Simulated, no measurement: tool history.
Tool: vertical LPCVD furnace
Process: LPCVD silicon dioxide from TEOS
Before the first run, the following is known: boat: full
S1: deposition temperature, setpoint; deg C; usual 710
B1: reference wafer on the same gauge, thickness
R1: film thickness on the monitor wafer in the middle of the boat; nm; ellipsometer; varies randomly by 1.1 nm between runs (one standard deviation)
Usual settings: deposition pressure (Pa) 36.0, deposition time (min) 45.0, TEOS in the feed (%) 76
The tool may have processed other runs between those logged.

{"run": 1, "day": 0.0, "S1": 710, "deposition pressure (Pa)": 36.0, "deposition time (min)": 45.0, "TEOS in the feed (%)": 76, "B1": 416.75, "R1": 449.69}
{"run": 2, "day": 1.783, "S1": 710, "deposition pressure (Pa)": 36.0, "deposition time (min)": 45.0, "TEOS in the feed (%)": 82, "B1": 417.18, "R1": 463.51}
{"run": 3, "day": 9.679, "S1": 710, "deposition pressure (Pa)": 36.0, "deposition time (min)": 45.0, "TEOS in the feed (%)": 82, "B1": 417.26, "R1": 464.16}
{"run": 4, "day": 11.771, "S1": 710, "deposition pressure (Pa)": 36.0, "deposition time (min)": 45.0, "TEOS in the feed (%)": 76, "B1": 417.34, "R1": 446.39}
{"run": 5, "day": 13.633, "S1": 710, "deposition pressure (Pa)": 36.0, "deposition time (min)": 45.0, "TEOS in the feed (%)": 76, "B1": 417.03, "R1": 446.64}
{"run": 6, "day": 16.258, "S1": 713, "deposition pressure (Pa)": 36.0, "deposition time (min)": 45.0, "TEOS in the feed (%)": 76, "B1": 416.61, "R1": 476.5}
{"day": 18.992, "done": "gauge calibrated"}
{"run": 7, "day": 19.192, "S1": 713, "deposition pressure (Pa)": 36.0, "deposition time (min)": 45.0, "TEOS in the feed (%)": 76, "B1": 417.15, "R1": 479.69}
{"run": 8, "day": 21.65, "S1": 713, "deposition pressure (Pa)": 36.0, "deposition time (min)": 45.0, "TEOS in the feed (%)": 76, "B1": 417.03, "R1": 477.56}
{"run": 9, "day": 23.725, "S1": 710, "deposition pressure (Pa)": 36.0, "deposition time (min)": 45.0, "TEOS in the feed (%)": 76, "B1": 417.25, "R1": 444.47}
{"run": 10, "day": 26.225, "S1": 710, "deposition pressure (Pa)": 36.0, "deposition time (min)": 45.0, "TEOS in the feed (%)": 81, "B1": 417.27, "R1": 463.08}
{"run": 11, "day": 28.271, "S1": 710, "deposition pressure (Pa)": 36.0, "deposition time (min)": 45.0, "TEOS in the feed (%)": 81, "B1": 417.09, "R1": 460.18}
{"run": 12, "day": 29.271, "S1": 710, "deposition pressure (Pa)": 29.3, "deposition time (min)": 62.0, "TEOS in the feed (%)": 76, "B1": 416.9, "R1": 551.69}
{"day": 31.046, "done": "TEOS flow controller replaced"}
{"run": 13, "day": 31.846, "S1": 719, "deposition pressure (Pa)": 44.0, "deposition time (min)": 32.0, "TEOS in the feed (%)": 91, "B1": 416.72, "R1": 470.56}
{"day": 34.25, "done": "pressure gauge zeroed"}
{"day": 35.108, "done": "thermocouples replaced and temperature profile calibrated"}
{"run": 14, "day": 35.129, "S1": 710, "deposition pressure (Pa)": 36.0, "deposition time (min)": 27.0, "TEOS in the feed (%)": 76, "B1": 417.18, "R1": 247.93}
{"run": 15, "day": 37.867, "S1": 714, "deposition pressure (Pa)": 41.3, "deposition time (min)": 58.5, "TEOS in the feed (%)": 80, "B1": 416.94, "R1": 647.59}
{"run": 16, "day": 39.167, "S1": 717, "deposition pressure (Pa)": 38.7, "deposition time (min)": 50.5, "TEOS in the feed (%)": 76, "B1": 416.78, "R1": 568.48}
{"run": 17, "day": 41.079, "S1": 721, "deposition pressure (Pa)": 36.0, "deposition time (min)": 45.0, "TEOS in the feed (%)": 76, "B1": 416.97, "R1": 535.4}
{"run": 18, "day": 42.15, "S1": 710, "deposition pressure (Pa)": 29.3, "deposition time (min)": 58.5, "TEOS in the feed (%)": 76, "B1": 417.25, "R1": 490.1}
{"run": 19, "day": 43.212, "S1": 710, "deposition pressure (Pa)": 44.0, "deposition time (min)": 56.5, "TEOS in the feed (%)": 76, "B1": 416.87, "R1": 579.72}
{"run": 20, "day": 44.546, "S1": 710, "deposition pressure (Pa)": 36.0, "deposition time (min)": 45.0, "TEOS in the feed (%)": 76, "B1": 416.92, "R1": 419.24}
{"run": 21, "day": 46.475, "S1": 719, "deposition pressure (Pa)": 44.0, "deposition time (min)": 32.0, "TEOS in the feed (%)": 91, "B1": 416.89, "R1": 442.41}
{"run": 22, "day": 49.4, "S1": 710, "deposition pressure (Pa)": 29.3, "deposition time (min)": 45.0, "TEOS in the feed (%)": 91, "B1": 417.32, "R1": 416.65}
{"run": 23, "day": 52.375, "S1": 699, "deposition pressure (Pa)": 36.0, "deposition time (min)": 45.0, "TEOS in the feed (%)": 76, "B1": 417.16, "R1": 329.53}

Branching from run 23: 5 alternative next runs. What would each branch give?
{"run": "A", "day": 52.529, "S1": 710, "deposition pressure (Pa)": 36.0, "deposition time (min)": 45.0, "TEOS in the feed (%)": 76, "B1": "?", "R1": "?"}
{"run": "B", "day": 52.529, "S1": 703, "deposition pressure (Pa)": 38.0, "deposition time (min)": 36.0, "TEOS in the feed (%)": 76, "B1": "?", "R1": "?"}
{"run": "C", "day": 52.529, "S1": 717, "deposition pressure (Pa)": 36.0, "deposition time (min)": 45.0, "TEOS in the feed (%)": 76, "B1": "?", "R1": "?"}
{"run": "D", "day": 52.529, "S1": 704, "deposition pressure (Pa)": 36.0, "deposition time (min)": 30.5, "TEOS in the feed (%)": 76, "B1": "?", "R1": "?"}
{"run": "E", "day": 52.529, "S1": 715, "deposition pressure (Pa)": 36.0, "deposition time (min)": 45.0, "TEOS in the feed (%)": 76, "B1": "?", "R1": "?"}

run=A B1=417.32 R1=421.76
run=B B1=417.32 R1=295.45
run=C B1=417.32 R1=493.87
run=D B1=417.32 R1=249.24
run=E B1=417.32 R1=472.20
Without the tool's hidden state the same runs would have given:
run=A R1=409.04
run=B R1=286.31
run=C R1=479.22
run=D R1=241.61
run=E R1=458.13

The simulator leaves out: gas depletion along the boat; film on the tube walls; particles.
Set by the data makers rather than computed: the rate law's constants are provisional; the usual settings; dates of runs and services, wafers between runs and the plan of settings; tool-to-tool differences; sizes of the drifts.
